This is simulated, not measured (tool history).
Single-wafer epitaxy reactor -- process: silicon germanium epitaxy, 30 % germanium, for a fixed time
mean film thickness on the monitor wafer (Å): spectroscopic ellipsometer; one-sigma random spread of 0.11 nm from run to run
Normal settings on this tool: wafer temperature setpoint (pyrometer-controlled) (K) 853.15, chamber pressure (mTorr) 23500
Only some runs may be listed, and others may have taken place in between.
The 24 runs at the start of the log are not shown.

run   hour  wafer temperature setpoint (pyrometer-controlled) (K)  chamber pressure (mTorr)  read-back reference wafer on the same gauge, thickness_nm  mean film thickness on the monitor wafer (Å)
     607.2  -- capacitance manometer re-zeroed and calibrated
 25  607.7                                                 842.15                     25800                                                     36.899                                        335.05
 26  627.0                                                 868.15                     26800                                                     36.885                                        574.30
 27  650.3                                                 853.15                     23500                                                     36.913                                        407.52
 28  669.1                                                 840.15                     23500                                                     36.890                                        313.37
 29  732.2                                                 865.15                     19000                                                     36.904                                        492.48
 30  754.7                                                 839.15                     29100                                                     36.893                                        325.88
 31  777.8                                                 838.15                     27500                                                     36.897                                        311.85
 32  804.9                                                 868.15                     23500                                                     36.883                                        553.32
 33  820.3                                                 866.15                     26000                                                     36.899                                        546.93

Run 34, settings as shown, results not yet in. Your forecast:
 34  847.1                                                 858.15                     25900                                                          ?                                             ?

{"run 34": {"read-back reference wafer on the same gauge, thickness_nm": 36.91, "mean film thickness on the monitor wafer (Å)": 465.91}}
Take away the tool's hidden state, keep the run-to-run variation as it was, and the same run would have given mean film thickness on the monitor wafer (Å) 469.56.
